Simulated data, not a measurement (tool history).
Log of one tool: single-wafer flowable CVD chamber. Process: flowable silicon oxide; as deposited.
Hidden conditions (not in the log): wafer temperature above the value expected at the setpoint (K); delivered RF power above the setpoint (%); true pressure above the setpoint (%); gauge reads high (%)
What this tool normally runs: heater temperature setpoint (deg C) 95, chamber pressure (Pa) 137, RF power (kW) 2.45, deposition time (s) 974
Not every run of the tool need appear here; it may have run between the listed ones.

run,hour,heater temperature setpoint (deg C),chamber pressure (Pa),RF power (kW),deposition time (s),wafers since the last listed run,hours since the last thermocouple change,hours since the last RF generator calibration,hours since the last manometer calibration,hours since the showerhead was replaced,hours since the gauge calibration,"read-back reference wafer on the same gauge, thickness_nm",mean film thickness on the monitor wafer (angstrom)
1,0,95,137,2.06,974,0,1885.9,1090.1,2118.3,3346.4,152.1,1210.299,10922.62
2,17.8,95,120,2.45,974,28,1903.7,1107.9,2136.1,3364.2,169.9,1210.221,9849.42
3,31.6,95,137,2.45,1068,22,1917.5,1121.7,2149.9,3378,183.7,1210.379,12413.78
4,38.6,95,137,2.45,1068,11,1924.5,1128.7,2156.9,3385,190.7,1210.141,12431.97
5,51.9,95,137,2.45,974,21,1937.8,1142,2170.2,3398.3,204,1209.837,11258.79
6,59.5,95,137,2.12,974,12,1945.4,1149.6,2177.8,3405.9,211.6,1210.815,11021.86
# hour 63.5: gauge calibrated
7,68.5,95,137,2.12,974,14,1954.4,1158.6,2186.8,3414.9,5,1209.932,11097.27
8,76.6,95,137,2.45,974,13,1962.5,1166.7,2194.9,3423,13.1,1210.201,11315.54
9,92.9,95,137,2.45,974,26,1978.8,1183,2211.2,3439.3,29.4,1210.599,11337.9
10,102.2,95,115,2.45,974,15,1988.1,1192.3,2220.5,3448.6,38.7,1209.812,9377.32
11,111.7,95,147,2.45,974,15,1997.6,1201.8,2230,3458.1,48.2,1209.676,12132.62
12,123.1,95,137,2.45,974,18,2009,1213.2,2241.4,3469.5,59.6,1209.351,11355.18
13,129.2,95,137,2.45,974,9,2015.1,1219.3,2247.5,3475.6,65.7,1209.598,11348.11
14,143.6,95,137,2.45,974,23,2029.5,1233.7,2261.9,3490,80.1,1210.204,11378.03
# hour 159.1: thermocouple changed; heater temperature recalibrated
15,160.2,95,137,2.45,974,13,1.1,1250.3,2278.5,3506.6,96.7,1211.035,9326.76
16,166.7,90,107,2.27,974,10,7.6,1256.8,2285,3513.1,103.2,1209.927,8372.29
17,178,95,137,2.235,974,18,18.9,1268.1,2296.3,3524.4,114.5,1210.156,9170.47
18,190,95,137,2.45,974,19,30.9,1280.1,2308.3,3536.4,126.5,1209.903,9348.74
19,206.3,91,109,2.45,974,26,47.2,1296.4,2324.6,3552.7,142.8,1210.25,8409.75
20,221.6,95,137,2.45,974,24,62.5,1311.7,2339.9,3568,158.1,1209.91,9337.9
# hour 239.3: showerhead replaced
# hour 254.6: gauge calibrated
# hour 263.5: capacitance manometer re-zeroed and calibrated
# hour 271.6: RF generator calibrated
21,272.1,95,137,2.45,974,42,113,0.5,8.6,32.8,17.5,1209.936,10203.13
22,278.6,83,137,2.45,1044,10,119.5,7,15.1,39.3,24,1209.183,15956.14
23,295.6,95,164,1.98,1158,27,136.5,24,32.1,56.3,41,1209.942,13844.31
24,306.4,95,104,2.45,974,17,147.3,34.8,42.9,67.1,51.8,1209.619,7730.92
25,322,103,137,2.45,974,25,162.9,50.4,58.5,82.7,67.4,1209.659,7925.67
26,331.5,95,137,2.795,884,15,172.4,59.9,68,92.2,76.9,1209.295,9515.75
27,339.6,95,137,2.45,974,13,180.5,68,76.1,100.3,85,1209.276,10276.27
28,352.9,95,137,2.45,974,21,193.8,81.3,89.4,113.6,98.3,1210.085,10237.12

3 options for the next run, each taken on its own from the tool as it stands now. Forecast them:
A,353.6,95,164,2.45,974,1,194.5,82,90.1,114.3,99,?,?
B,353.6,86,137,2.45,974,1,194.5,82,90.1,114.3,99,?,?
C,353.6,95,117,2.45,974,1,194.5,82,90.1,114.3,99,?,?

run,"read-back reference wafer on the same gauge, thickness_nm",mean film thickness on the monitor wafer (angstrom)
A,1208.858,12203.39
B,1208.858,13647.74
C,1208.858,8770.85
Take away the tool's hidden state, keep each run's random variation, and the runs would have read:
run,mean film thickness on the monitor wafer (angstrom)
A,12132.49
B,13580.36
C,8721.05

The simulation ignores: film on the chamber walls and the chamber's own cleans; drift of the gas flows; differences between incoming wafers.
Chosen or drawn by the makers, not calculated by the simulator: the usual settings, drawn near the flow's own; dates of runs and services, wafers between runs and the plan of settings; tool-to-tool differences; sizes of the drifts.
